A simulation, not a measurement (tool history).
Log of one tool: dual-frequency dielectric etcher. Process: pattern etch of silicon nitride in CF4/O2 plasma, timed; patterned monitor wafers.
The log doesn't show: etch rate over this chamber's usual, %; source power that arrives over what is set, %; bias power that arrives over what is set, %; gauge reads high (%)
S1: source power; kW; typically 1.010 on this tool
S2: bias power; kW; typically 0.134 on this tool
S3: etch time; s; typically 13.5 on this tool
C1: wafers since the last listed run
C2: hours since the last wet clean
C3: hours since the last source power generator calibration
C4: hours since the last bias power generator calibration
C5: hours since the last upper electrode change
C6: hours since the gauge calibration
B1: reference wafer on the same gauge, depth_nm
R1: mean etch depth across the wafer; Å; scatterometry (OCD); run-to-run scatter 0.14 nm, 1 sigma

run,day,S1,S2,S3,C1,C2,C3,C4,C5,C6,B1,R1
1,0.000,1.010,0.134,13.5,0,242.9,3249.0,3470.3,2040.0,362.5,39.29,434.0
2,1.542,1.010,0.134,13.5,342,279.9,3286.0,3507.3,2077.0,399.5,39.24,434.1
3,3.596,1.010,0.134,13.5,456,329.2,3335.3,3556.6,2126.3,448.8,39.36,430.0
4,4.654,1.010,0.134,13.5,235,354.6,3360.7,3582.0,2151.7,474.2,39.26,432.5
5,6.471,1.010,0.134,13.5,403,398.2,3404.3,3625.6,2195.3,517.8,39.26,430.0
6,7.600,1.010,0.134,13.5,250,425.3,3431.4,3652.7,2222.4,544.9,39.32,430.9
7,8.983,1.010,0.134,15.0,307,458.5,3464.6,3685.9,2255.6,578.1,39.32,477.5
8,10.558,1.010,0.134,13.5,349,496.3,3502.4,3723.7,2293.4,615.9,39.34,429.8
# day 12.812: source power generator calibrated
9,13.400,1.010,0.134,13.5,594,564.5,14.1,3791.9,2361.6,684.1,39.28,430.8
10,14.646,1.010,0.134,12.5,276,594.4,44.0,3821.8,2391.5,714.0,39.26,396.0
# day 16.967: wet clean of the chamber
11,16.988,1.010,0.134,12.5,298,0.5,100.2,3878.0,2447.7,770.2,39.35,406.7
12,18.804,1.010,0.134,12.5,403,44.1,143.8,3921.6,2491.3,813.8,39.29,406.9
13,21.492,1.010,0.134,13.5,596,108.6,208.3,3986.1,2555.8,878.3,39.30,437.3
# day 22.933: bias power generator calibrated
14,23.492,1.200,0.134,10.5,407,156.6,256.3,13.4,2603.8,926.3,39.30,373.5
15,24.712,1.010,0.134,13.5,271,185.9,285.6,42.7,2633.1,955.6,39.27,435.3
# day 26.042: upper electrode replaced
16,27.600,1.010,0.134,13.5,419,255.2,354.9,112.0,37.4,1024.9,39.33,433.3
17,29.512,1.130,0.134,13.5,424,301.1,400.8,157.9,83.3,1070.8,39.25,462.4
18,30.533,0.910,0.104,13.5,226,325.6,425.3,182.4,107.8,1095.3,39.33,378.4
19,33.229,1.260,0.146,11.5,598,390.3,490.0,247.1,172.5,1160.0,39.30,429.2
20,35.462,1.010,0.134,13.5,496,443.9,543.6,300.7,226.1,1213.6,39.25,430.2
# day 35.979: gauge calibrated
# day 37.358: wet clean of the chamber
21,37.979,0.770,0.134,10.5,336,14.9,604.0,361.1,286.5,48.0,39.31,295.5
22,39.821,1.120,0.103,15.0,409,59.1,648.2,405.3,330.7,92.2,39.32,472.0
23,41.167,1.010,0.134,13.5,298,91.4,680.5,437.6,363.0,124.5,39.25,438.8
24,42.775,1.010,0.134,16.5,357,130.0,719.1,476.2,401.6,163.1,39.32,531.4
25,45.408,1.220,0.149,16.5,584,193.2,782.3,539.4,464.8,226.3,39.30,611.6
26,47.942,1.170,0.116,13.5,562,254.0,843.1,600.2,525.6,287.1,39.32,450.5
27,50.838,1.010,0.110,9.5,643,323.5,912.6,669.7,595.1,356.6,39.34,286.2
28,52.800,1.010,0.100,11.5,435,370.6,959.7,716.8,642.2,403.7,39.34,334.7
29,54.833,0.900,0.109,16.5,451,419.4,1008.5,765.6,691.0,452.5,39.32,461.3

What if the next run were any one of these 5? Each begins from the tool's condition after run 29:
A,54.850,1.150,0.134,13.5,3,419.8,1008.9,766.0,691.4,452.9,?,?
B,54.850,1.250,0.134,13.5,3,419.8,1008.9,766.0,691.4,452.9,?,?
C,54.850,0.850,0.109,15.0,3,419.8,1008.9,766.0,691.4,452.9,?,?
D,54.850,1.120,0.118,15.0,3,419.8,1008.9,766.0,691.4,452.9,?,?
E,54.850,1.230,0.101,17.0,3,419.8,1008.9,766.0,691.4,452.9,?,?

run,B1,R1
A,39.32,460.8
B,39.32,483.6
C,39.32,406.2
D,39.32,483.5
E,39.32,550.2
Without the tool's unlogged condition, the same runs would have read:
run,R1
A,467.2
B,490.3
C,411.8
D,490.2
E,557.9
